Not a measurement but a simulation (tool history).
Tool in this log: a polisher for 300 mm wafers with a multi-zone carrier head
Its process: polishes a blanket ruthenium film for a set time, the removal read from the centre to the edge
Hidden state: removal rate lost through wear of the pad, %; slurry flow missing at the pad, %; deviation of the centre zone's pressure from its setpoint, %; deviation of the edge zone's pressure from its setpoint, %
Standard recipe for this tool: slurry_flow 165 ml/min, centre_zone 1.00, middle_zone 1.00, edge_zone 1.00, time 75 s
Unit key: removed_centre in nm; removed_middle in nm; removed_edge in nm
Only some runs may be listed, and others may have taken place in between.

| run | hour | slurry_flow | centre_zone | middle_zone | edge_zone | time | wafers since the last listed run | wafers polished on this pad | hours since the slurry nozzle was cleaned | hours since the centre zone pressure was calibrated | hours since the edge zone pressure was calibrated | hours since the carrier head's membrane was replaced | incoming thickness of the incoming film, nm | removed_centre | removed_middle | removed_edge |
|---|---|---|---|---|---|---|---|---|---|---|---|---|---|---|---|---|
| 1 | 0.0 | 165 | 1.00 | 1.00 | 1.00 | 75 | 0 | 749 | 616.5 | 1181.9 | 90.7 | 756.1 | 352.5 | 53.5 | 60.8 | 60.2 |
| 2 | 11.5 | 165 | 1.00 | 1.00 | 1.00 | 75 | 111 | 861 | 628.0 | 1193.4 | 102.2 | 767.6 | 349.7 | 55.2 | 61.1 | 60.9 |
|  | 15.5 | slurry nozzle cleaned |
|  | 25.3 | worn pad replaced by a new one |
| 3 | 25.8 | 120 | 0.96 | 1.00 | 1.00 | 75 | 89 | 5 | 10.3 | 1207.7 | 116.5 | 781.9 | 346.7 | 52.5 | 61.8 | 61.7 |
| 4 | 37.5 | 165 | 1.00 | 1.00 | 1.00 | 82 | 113 | 118 | 22.0 | 1219.4 | 128.2 | 793.6 | 354.8 | 65.5 | 72.3 | 71.9 |
| 5 | 45.4 | 180 | 1.00 | 1.00 | 1.00 | 75 | 76 | 194 | 29.9 | 1227.3 | 136.1 | 801.5 | 348.9 | 62.3 | 68.6 | 65.4 |
| 6 | 57.3 | 165 | 1.00 | 1.00 | 1.00 | 75 | 115 | 309 | 41.8 | 1239.2 | 148.0 | 813.4 | 342.7 | 61.1 | 67.0 | 64.1 |
| 7 | 75.0 | 165 | 1.00 | 1.00 | 1.00 | 75 | 171 | 480 | 59.5 | 1256.9 | 165.7 | 831.1 | 343.8 | 58.6 | 66.8 | 64.8 |
| 8 | 82.3 | 165 | 1.00 | 1.00 | 1.04 | 75 | 70 | 551 | 66.8 | 1264.2 | 173.0 | 838.4 | 349.9 | 59.3 | 66.6 | 66.4 |
| 9 | 90.6 | 210 | 0.90 | 0.97 | 1.00 | 75 | 80 | 631 | 75.1 | 1272.5 | 181.3 | 846.7 | 347.0 | 56.5 | 68.8 | 65.9 |
| 10 | 106.9 | 200 | 1.00 | 1.00 | 1.00 | 75 | 157 | 788 | 91.4 | 1288.8 | 197.6 | 863.0 | 350.1 | 61.5 | 68.7 | 66.1 |
|  | 119.1 | carrier head's membrane replaced by a new one |
| 11 | 119.6 | 165 | 1.00 | 1.00 | 1.00 | 75 | 74 | 863 | 104.1 | 1301.5 | 210.3 | 0.5 | 349.5 | 59.1 | 67.2 | 64.3 |
| 12 | 130.5 | 165 | 1.00 | 1.00 | 1.00 | 75 | 105 | 968 | 115.0 | 1312.4 | 221.2 | 11.4 | 344.4 | 58.8 | 66.8 | 64.7 |
|  | 146.2 | worn pad replaced by a new one |
|  | 146.3 | centre zone pressure recalibrated |
| 13 | 148.0 | 165 | 1.00 | 1.09 | 1.00 | 75 | 129 | 16 | 132.5 | 1.7 | 238.7 | 28.9 | 356.7 | 66.7 | 71.0 | 63.2 |
| 14 | 187.4 | 140 | 1.07 | 0.90 | 1.00 | 56 | 380 | 397 | 171.9 | 41.1 | 278.1 | 68.3 | 346.1 | 49.0 | 44.2 | 46.1 |
| 15 | 201.9 | 165 | 1.00 | 1.00 | 1.00 | 75 | 140 | 537 | 186.4 | 55.6 | 292.6 | 82.8 | 350.4 | 64.8 | 65.9 | 62.7 |
| 16 | 208.5 | 165 | 1.00 | 0.94 | 1.00 | 75 | 63 | 601 | 193.0 | 62.2 | 299.2 | 89.4 | 354.8 | 62.9 | 63.1 | 62.9 |
| 17 | 218.4 | 165 | 1.00 | 0.91 | 1.00 | 75 | 95 | 696 | 202.9 | 72.1 | 309.1 | 99.3 | 346.7 | 65.0 | 60.7 | 63.4 |
| 18 | 228.7 | 165 | 0.91 | 1.07 | 1.00 | 100 | 99 | 796 | 213.2 | 82.4 | 319.4 | 109.6 | 352.7 | 78.3 | 90.5 | 86.0 |
| 19 | 243.1 | 165 | 1.00 | 1.00 | 1.00 | 75 | 139 | 935 | 227.6 | 96.8 | 333.8 | 124.0 | 349.5 | 65.2 | 64.6 | 63.3 |
| 20 | 249.5 | 165 | 1.05 | 1.00 | 1.00 | 75 | 61 | 997 | 234.0 | 103.2 | 340.2 | 130.4 | 353.4 | 67.1 | 65.5 | 63.1 |
| 21 | 258.2 | 165 | 1.00 | 1.00 | 1.00 | 75 | 84 | 1081 | 242.7 | 111.9 | 348.9 | 139.1 | 350.4 | 63.2 | 64.8 | 63.1 |
|  | 272.1 | worn pad replaced by a new one |
| 22 | 275.9 | 165 | 0.88 | 1.00 | 1.00 | 52 | 132 | 36 | 260.4 | 129.6 | 366.6 | 156.8 | 350.2 | 39.0 | 44.8 | 43.7 |

4 ways to go on from here, each from the tool as it stands after run 22. What would each give?
| A | 276.3 | 165 | 1.00 | 1.00 | 1.00 | 75 | 3 | 40 | 260.8 | 130.0 | 367.0 | 157.2 | 351.0 | ? | ? | ? |
| B | 276.3 | 205 | 1.05 | 1.00 | 1.10 | 75 | 3 | 40 | 260.8 | 130.0 | 367.0 | 157.2 | 351.0 | ? | ? | ? |
| C | 276.3 | 165 | 1.00 | 1.00 | 0.92 | 75 | 3 | 40 | 260.8 | 130.0 | 367.0 | 157.2 | 351.0 | ? | ? | ? |
| D | 276.3 | 165 | 1.00 | 1.00 | 1.00 | 100 | 3 | 40 | 260.8 | 130.0 | 367.0 | 157.2 | 351.0 | ? | ? | ? |

| run | removed_centre | removed_middle | removed_edge |
|---|---|---|---|
| A | 63.8 | 65.3 | 63.5 |
| B | 70.5 | 68.3 | 67.9 |
| C | 63.8 | 65.3 | 61.7 |
| D | 85.1 | 87.1 | 84.7 |
Without the tool's hidden state the same runs would have given:
| run | removed_centre | removed_middle | removed_edge |
|---|---|---|---|
| A | 66.4 | 67.9 | 65.3 |
| B | 72.7 | 70.4 | 69.5 |
| C | 66.4 | 67.9 | 63.5 |
| D | 88.5 | 90.5 | 87.1 |

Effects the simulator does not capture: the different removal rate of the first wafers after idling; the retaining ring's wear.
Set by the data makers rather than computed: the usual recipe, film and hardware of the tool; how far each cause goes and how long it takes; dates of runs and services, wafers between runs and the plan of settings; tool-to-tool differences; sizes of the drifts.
